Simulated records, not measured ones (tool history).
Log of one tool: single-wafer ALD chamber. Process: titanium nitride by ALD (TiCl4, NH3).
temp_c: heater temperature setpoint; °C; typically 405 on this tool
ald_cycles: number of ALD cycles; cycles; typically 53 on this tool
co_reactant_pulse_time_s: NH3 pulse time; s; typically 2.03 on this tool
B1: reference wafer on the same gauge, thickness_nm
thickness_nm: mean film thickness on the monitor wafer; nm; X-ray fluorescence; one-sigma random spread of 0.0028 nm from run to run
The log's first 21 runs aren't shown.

Run 22, hour 314.6: usual settings but temp_c 412 °C, ald_cycles 58 cycles; B1 1.24. Result: thickness_nm 1.231 nm.
Run 23, hour 331.7: usual settings but ald_cycles 50 cycles; B1 1.241. Result: thickness_nm 1.063 nm.
Run 24, hour 342.9: usual settings but ald_cycles 45 cycles, co_reactant_pulse_time_s 1.56 s; B1 1.241. Result: thickness_nm 0.939 nm.
Run 25, hour 349.3: usual settings; B1 1.24. Result: thickness_nm 1.127 nm.
At hour 356.2: gauge calibrated.
Run 26, hour 356.5: usual settings; B1 1.24. Result: thickness_nm 1.126 nm.
Run 27, hour 372.2: usual settings but temp_c 416 °C, ald_cycles 59 cycles, co_reactant_pulse_time_s 1.73 s; B1 1.239. Result: thickness_nm 1.251 nm.
At hour 388.5: thermocouple changed; heater temperature recalibrated.
Run 28, hour 389: usual settings but temp_c 414 °C, ald_cycles 62 cycles, co_reactant_pulse_time_s 2.45 s; B1 1.24. Result: thickness_nm 1.335 nm.
Run 29, hour 394: usual settings but ald_cycles 43 cycles, co_reactant_pulse_time_s 2.72 s; B1 1.24. Result: thickness_nm 0.926 nm.
Run 30, hour 409.8: usual settings but temp_c 396 °C, ald_cycles 46 cycles, co_reactant_pulse_time_s 2.3 s; B1 1.24. Result: thickness_nm 0.98 nm.
Run 31, hour 423.3: usual settings but co_reactant_pulse_time_s 2.32 s; B1 1.239. Result: thickness_nm 1.138 nm.
Run 32, hour 433.5: usual settings but ald_cycles 57 cycles, co_reactant_pulse_time_s 2.6 s; B1 1.239. Result: thickness_nm 1.228 nm.
Run 33, hour 444.3: usual settings; B1 1.241. Result: thickness_nm 1.131 nm.
Run 34, hour 453: usual settings; B1 1.24. Result: thickness_nm 1.128 nm.
Run 35, hour 489: usual settings; B1 1.24. Result: thickness_nm 1.127 nm.

Run 36 is up next; what results do you expect?
Run 36, hour 505.7: usual settings but temp_c 414 °C, ald_cycles 59 cycles, co_reactant_pulse_time_s 2.7 s; B1 ?. Result: thickness_nm ?.

{"run 36": {"B1": 1.241, "thickness_nm": 1.267}}
Had the tool carried no hidden state, the very same run would have given thickness_nm 1.267 nm.

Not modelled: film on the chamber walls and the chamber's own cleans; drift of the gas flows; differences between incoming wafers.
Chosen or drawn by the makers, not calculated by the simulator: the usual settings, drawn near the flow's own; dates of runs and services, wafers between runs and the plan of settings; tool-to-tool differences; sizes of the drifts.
